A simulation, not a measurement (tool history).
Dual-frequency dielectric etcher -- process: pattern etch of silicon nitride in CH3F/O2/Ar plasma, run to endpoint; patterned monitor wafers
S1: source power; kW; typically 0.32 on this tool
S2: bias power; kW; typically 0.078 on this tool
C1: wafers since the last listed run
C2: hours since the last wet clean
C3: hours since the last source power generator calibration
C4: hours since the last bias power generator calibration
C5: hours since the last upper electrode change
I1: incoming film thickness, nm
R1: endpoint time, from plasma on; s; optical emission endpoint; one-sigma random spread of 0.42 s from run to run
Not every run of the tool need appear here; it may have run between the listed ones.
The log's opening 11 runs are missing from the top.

run	hour	S1	S2	C1	C2	C3	C4	C5	I1	R1
12	139.3	0.3	0.078	108	77.8	66	1509.8	15.6	32.41	51.1
13	148.1	0.32	0.078	89	86.6	74.8	1518.6	24.4	32.04	48
# hour 173.5: wet clean of the chamber, repeated, since the last time left the tool worse
14	174	0.32	0.078	19	0.5	100.7	1544.5	50.3	32.21	51.9
15	174.3	0.4	0.089	3	0.8	101	1544.8	50.6	32.31	44.2
16	175	0.36	0.078	7	1.5	101.7	1545.5	51.3	32.14	49
# hour 189.2: bias power generator calibrated
17	190	0.39	0.086	111	16.5	116.7	0.8	66.3	32.31	45.5
18	197.3	0.37	0.065	74	23.8	124	8.1	73.6	32.55	53.3
19	208.2	0.39	0.078	110	34.7	134.9	19	84.5	32.05	47.7
20	216.1	0.32	0.064	80	42.6	142.8	26.9	92.4	32.34	57
21	267	0.28	0.088	516	93.5	193.7	77.8	143.3	32.03	50.6
22	274	0.32	0.078	71	100.5	200.7	84.8	150.3	32.2	51.8
23	288.4	0.27	0.083	146	114.9	215.1	99.2	164.7	31.92	54.2
24	298.5	0.32	0.078	102	125	225.2	109.3	174.8	32.17	51.5
25	306.2	0.25	0.064	78	132.7	232.9	117	182.5	32.08	62.6
26	323.5	0.32	0.078	175	150	250.2	134.3	199.8	32.26	50.8
27	338.2	0.3	0.078	149	164.7	264.9	149	214.5	32.3	52.9
28	351.7	0.29	0.084	137	178.2	278.4	162.5	228	32.17	51.4
29	366.4	0.37	0.073	149	192.9	293.1	177.2	242.7	31.84	48.3
30	380.1	0.32	0.078	139	206.6	306.8	190.9	256.4	31.87	50.5
31	393.1	0.26	0.086	132	219.6	319.8	203.9	269.4	32.03	52.6
32	410.7	0.29	0.085	178	237.2	337.4	221.5	287	32.11	51.5
33	424.7	0.4	0.058	142	251.2	351.4	235.5	301	32.01	52.4
34	440.7	0.27	0.083	162	267.2	367.4	251.5	317	32.41	52.8
35	447.3	0.32	0.089	67	273.8	374	258.1	323.6	32.23	48.7
36	465.2	0.32	0.078	181	291.7	391.9	276	341.5	31.88	50.2

Branching from run 36: 3 alternative next runs. What would each branch give?
A	465.6	0.24	0.078	4	292.1	392.3	276.4	341.9	32.63	?
B	465.6	0.29	0.078	4	292.1	392.3	276.4	341.9	32.63	?
C	465.6	0.27	0.078	4	292.1	392.3	276.4	341.9	32.63	?

run	R1
A	58
B	53.6
C	55.2
Without the tool's hidden state the same runs would have given:
run	R1
A	59.1
B	54.6
C	56.3
